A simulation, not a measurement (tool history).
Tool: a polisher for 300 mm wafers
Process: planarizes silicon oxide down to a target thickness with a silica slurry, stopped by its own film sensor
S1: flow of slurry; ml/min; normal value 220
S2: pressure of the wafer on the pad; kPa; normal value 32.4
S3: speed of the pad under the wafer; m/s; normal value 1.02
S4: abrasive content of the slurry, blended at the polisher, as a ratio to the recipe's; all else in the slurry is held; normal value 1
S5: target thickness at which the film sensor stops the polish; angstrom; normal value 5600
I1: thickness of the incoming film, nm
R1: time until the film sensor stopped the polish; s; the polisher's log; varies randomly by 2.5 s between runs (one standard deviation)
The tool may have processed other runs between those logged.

run 1 hour=0 | S1=220 S2=32.4 S3=1.02 S4=1 S5=5600 | I1=1062.6 | R1=144.5
-- hour=22.7 conditioning disc replaced and pad reconditioned
run 2 hour=59.6 | S1=220 S2=32.4 S3=1.02 S4=1 S5=5600 | I1=1075.7 | R1=136.6
-- hour=74.2 slurry nozzle cleaned
-- hour=74.8 worn pad replaced by a new one
run 3 hour=103 | S1=220 S2=32.4 S3=1.02 S4=1 S5=5600 | I1=1089.5 | R1=139.4
run 4 hour=183.7 | S1=220 S2=32.4 S3=1.02 S4=1 S5=5600 | I1=1068.8 | R1=142.7
-- hour=221.8 slurry blender recalibrated
run 5 hour=222.3 | S1=220 S2=32.4 S3=1.02 S4=1 S5=5600 | I1=1070.3 | R1=137.3
-- hour=334.3 conditioning disc replaced and pad reconditioned
-- hour=429.4 worn pad replaced by a new one
-- hour=431.4 slurry nozzle cleaned
run 6 hour=450.8 | S1=220 S2=32.4 S3=1.02 S4=1 S5=5600 | I1=1062.6 | R1=131.3
run 7 hour=501.3 | S1=275 S2=32.4 S3=1.02 S4=1 S5=5600 | I1=1068.7 | R1=136.8
-- hour=574.7 slurry blender recalibrated
run 8 hour=582.2 | S1=275 S2=32.4 S3=1.02 S4=1 S5=5600 | I1=1076 | R1=138.9
run 9 hour=651.5 | S1=220 S2=32.4 S3=1.02 S4=1 S5=5600 | I1=1074.3 | R1=145.4
-- hour=656.8 conditioning disc replaced and pad reconditioned
run 10 hour=750.8 | S1=220 S2=32.4 S3=1.02 S4=1 S5=5600 | I1=1070.3 | R1=133.9
-- hour=765.3 worn pad replaced by a new one
-- hour=767.5 slurry nozzle cleaned
run 11 hour=798.5 | S1=220 S2=32.4 S3=1.02 S4=1 S5=5600 | I1=1067.6 | R1=135
run 12 hour=839.2 | S1=180 S2=41.4 S3=1.02 S4=1 S5=6790 | I1=1087.7 | R1=91.4

Forecast run 13:
-- hour=880.2 slurry blender recalibrated
run 13 hour=938 | S1=150 S2=32.4 S3=1.02 S4=1 S5=5600 | I1=1080.7 | R1=?

{"run 13": {"R1": 153}}
The same run, on a tool lacking any hidden state, would have yielded R1 135.6 s.
